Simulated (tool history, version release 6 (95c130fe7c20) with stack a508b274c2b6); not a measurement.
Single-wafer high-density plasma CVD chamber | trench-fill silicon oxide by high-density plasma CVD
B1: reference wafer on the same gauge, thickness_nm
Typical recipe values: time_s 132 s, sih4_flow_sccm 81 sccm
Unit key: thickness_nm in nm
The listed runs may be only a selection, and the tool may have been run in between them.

Run 1, hour 0.0: usual settings but sih4_flow_sccm 75 sccm; B1 1178.302. Result: thickness_nm 1009.884 nm.
Run 2, hour 92.0: usual settings; B1 1178.774. Result: thickness_nm 1105.300 nm.
Run 3, hour 180.3: usual settings; B1 1179.644. Result: thickness_nm 1102.925 nm.
Run 4, hour 228.8: usual settings; B1 1180.420. Result: thickness_nm 1105.966 nm.
Run 5, hour 305.2: usual settings but time_s 119 s; B1 1179.335. Result: thickness_nm 994.227 nm.
Run 6, hour 399.6: usual settings but time_s 119 s; B1 1180.455. Result: thickness_nm 1006.087 nm.
Run 7, hour 469.3: usual settings but time_s 122 s, sih4_flow_sccm 75 sccm; B1 1179.316. Result: thickness_nm 948.000 nm.
Run 8, hour 527.2: usual settings but time_s 122 s, sih4_flow_sccm 75 sccm; B1 1179.974. Result: thickness_nm 950.091 nm.
At hour 573.4: gauge calibrated.
Run 9, hour 574.6: usual settings but time_s 158 s, sih4_flow_sccm 74 sccm; B1 1182.429. Result: thickness_nm 1212.692 nm.
Run 10, hour 628.0: usual settings but sih4_flow_sccm 86 sccm; B1 1180.391. Result: thickness_nm 1185.519 nm.
Run 11, hour 685.2: usual settings but time_s 145 s, sih4_flow_sccm 69 sccm; B1 1180.356. Result: thickness_nm 1045.663 nm.
At hour 756.0: silane flow controller replaced.
Run 12, hour 776.8: usual settings but sih4_flow_sccm 95 sccm; B1 1179.666. Result: thickness_nm 1222.371 nm.
Run 13, hour 878.2: usual settings; B1 1179.322. Result: thickness_nm 1040.566 nm.
Run 14, hour 956.2: usual settings; B1 1179.070. Result: thickness_nm 1053.676 nm.
Run 15, hour 1044.2: usual settings but time_s 123 s, sih4_flow_sccm 95 sccm; B1 1180.063. Result: thickness_nm 1146.134 nm.
Run 16, hour 1113.2: usual settings but time_s 125 s; B1 1179.921. Result: thickness_nm 998.963 nm.
Run 17, hour 1151.1: usual settings but time_s 108 s, sih4_flow_sccm 97 sccm; B1 1178.708. Result: thickness_nm 1033.036 nm.

Same runs, no hidden state in the tool, same run-to-run variation:
What the log doesn't record here: delivered silane flow above the setpoint (%); gauge reads high (%).
run  thickness_nm
  1       970.272
  2      1059.412
  3      1054.718
  4      1056.300
  5       947.707
  6       956.681
  7       899.832
  8       900.477
  9      1147.969
 10      1120.713
 11       987.058
 12      1240.794
 13      1053.315
 14      1064.310
 15      1154.922
 16      1004.732
 17      1037.931

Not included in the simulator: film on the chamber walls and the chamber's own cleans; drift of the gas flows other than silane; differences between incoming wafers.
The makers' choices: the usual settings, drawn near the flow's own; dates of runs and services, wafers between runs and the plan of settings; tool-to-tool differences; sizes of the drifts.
